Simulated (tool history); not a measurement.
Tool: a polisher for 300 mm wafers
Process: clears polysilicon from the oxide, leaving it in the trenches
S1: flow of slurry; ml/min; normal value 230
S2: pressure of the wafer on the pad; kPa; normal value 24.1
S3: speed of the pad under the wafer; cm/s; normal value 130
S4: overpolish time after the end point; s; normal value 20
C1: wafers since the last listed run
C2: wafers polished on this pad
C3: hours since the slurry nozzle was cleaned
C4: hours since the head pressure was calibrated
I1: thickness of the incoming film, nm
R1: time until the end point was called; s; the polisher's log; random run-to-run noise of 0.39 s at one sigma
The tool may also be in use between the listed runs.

| run | hour | S1 | S2 | S3 | S4 | C1 | C2 | C3 | C4 | I1 | R1 |
|---|---|---|---|---|---|---|---|---|---|---|---|
| 1 | 0.0 | 180 | 24.1 | 130 | 20 | 0 | 1802 | 223.1 | 91.6 | 600.1 | 29.7 |
|  | 41.4 | worn pad replaced by a new one |
| 2 | 41.9 | 180 | 24.1 | 130 | 20 | 300 | 4 | 265.0 | 133.5 | 598.2 | 27.4 |
| 3 | 82.4 | 230 | 24.1 | 130 | 20 | 321 | 325 | 305.5 | 174.0 | 600.9 | 27.2 |
| 4 | 127.9 | 230 | 24.1 | 130 | 20 | 361 | 686 | 351.0 | 219.5 | 591.9 | 28.0 |
|  | 130.7 | slurry nozzle cleaned |
| 5 | 185.9 | 230 | 24.1 | 102 | 14 | 452 | 1139 | 55.2 | 277.5 | 603.5 | 37.3 |
| 6 | 240.2 | 230 | 24.1 | 130 | 27 | 430 | 1569 | 109.5 | 331.8 | 600.3 | 29.7 |
| 7 | 287.5 | 230 | 24.1 | 96 | 20 | 375 | 1945 | 156.8 | 379.1 | 612.9 | 41.2 |
|  | 314.2 | worn pad replaced by a new one |
| 8 | 317.6 | 230 | 24.1 | 96 | 20 | 207 | 26 | 186.9 | 409.2 | 600.3 | 36.6 |
| 9 | 388.6 | 230 | 24.1 | 130 | 20 | 563 | 590 | 257.9 | 480.2 | 601.6 | 28.4 |
| 10 | 424.2 | 230 | 24.1 | 130 | 20 | 282 | 872 | 293.5 | 515.8 | 595.7 | 28.4 |
| 11 | 487.7 | 230 | 24.1 | 130 | 20 | 503 | 1376 | 357.0 | 579.3 | 604.6 | 29.1 |
|  | 505.6 | slurry nozzle cleaned |
| 12 | 541.0 | 260 | 24.1 | 104 | 20 | 415 | 1791 | 35.4 | 632.6 | 608.8 | 36.2 |
|  | 600.3 | worn pad replaced by a new one |
| 13 | 604.2 | 260 | 24.1 | 130 | 11 | 469 | 30 | 98.6 | 695.8 | 606.2 | 26.1 |
| 14 | 643.4 | 260 | 24.1 | 130 | 11 | 311 | 341 | 137.8 | 735.0 | 605.5 | 28.0 |
| 15 | 687.9 | 255 | 28.3 | 116 | 20 | 353 | 694 | 182.3 | 779.5 | 612.5 | 26.8 |
|  | 805.3 | slurry nozzle cleaned |
|  | 867.2 | worn pad replaced by a new one |
| 16 | 887.2 | 205 | 24.1 | 130 | 16 | 1541 | 158 | 81.9 | 978.8 | 589.4 | 26.9 |
| 17 | 938.6 | 230 | 24.1 | 130 | 20 | 407 | 566 | 133.3 | 1030.2 | 606.4 | 28.7 |
|  | 993.5 | head pressure recalibrated |
| 18 | 1002.7 | 295 | 29.0 | 150 | 25 | 492 | 1059 | 197.4 | 9.2 | 597.3 | 20.4 |
| 19 | 1064.6 | 195 | 20.7 | 130 | 26 | 491 | 1550 | 259.3 | 71.1 | 602.7 | 34.5 |
| 20 | 1105.7 | 230 | 24.1 | 130 | 20 | 326 | 1876 | 300.4 | 112.2 | 605.2 | 29.3 |
|  | 1131.1 | worn pad replaced by a new one |
|  | 1152.2 | slurry nozzle cleaned |
| 21 | 1161.4 | 255 | 16.5 | 150 | 31 | 402 | 232 | 9.2 | 167.9 | 592.5 | 34.4 |
| 22 | 1185.9 | 230 | 24.1 | 130 | 27 | 194 | 426 | 33.7 | 192.4 | 598.7 | 27.7 |
| 23 | 1229.2 | 230 | 24.1 | 130 | 27 | 343 | 770 | 77.0 | 235.7 | 597.7 | 28.9 |
| 24 | 1281.1 | 230 | 24.1 | 156 | 26 | 411 | 1182 | 128.9 | 287.6 | 606.2 | 24.5 |
| 25 | 1325.1 | 205 | 29.6 | 106 | 31 | 349 | 1531 | 172.9 | 331.6 | 601.2 | 29.8 |
| 26 | 1394.3 | 230 | 24.1 | 96 | 20 | 549 | 2080 | 242.1 | 400.8 | 592.8 | 39.4 |
| 27 | 1434.7 | 150 | 24.1 | 150 | 30 | 320 | 2400 | 282.5 | 441.2 | 598.8 | 26.6 |
|  | 1449.6 | worn pad replaced by a new one |
|  | 1460.6 | slurry nozzle cleaned |
| 28 | 1502.5 | 190 | 16.5 | 116 | 24 | 498 | 411 | 41.9 | 509.0 | 588.7 | 45.9 |

Branching from run 28: 4 alternative next runs. What would each branch give?
| A | 1502.9 | 230 | 24.1 | 154 | 20 | 3 | 415 | 42.3 | 509.4 | 604.0 | ? |
| B | 1502.9 | 270 | 24.1 | 92 | 20 | 3 | 415 | 42.3 | 509.4 | 604.0 | ? |
| C | 1502.9 | 210 | 24.1 | 118 | 20 | 3 | 415 | 42.3 | 509.4 | 604.0 | ? |
| D | 1502.9 | 230 | 17.9 | 90 | 20 | 3 | 415 | 42.3 | 509.4 | 604.0 | ? |

| run | R1 |
|---|---|
| A | 23.6 |
| B | 39.1 |
| C | 31.0 |
| D | 54.3 |
The same runs, with their run-to-run variation unchanged, on a tool lacking any hidden condition would have given:
| run | R1 |
|---|---|
| A | 22.3 |
| B | 36.9 |
| C | 29.3 |
| D | 51.4 |

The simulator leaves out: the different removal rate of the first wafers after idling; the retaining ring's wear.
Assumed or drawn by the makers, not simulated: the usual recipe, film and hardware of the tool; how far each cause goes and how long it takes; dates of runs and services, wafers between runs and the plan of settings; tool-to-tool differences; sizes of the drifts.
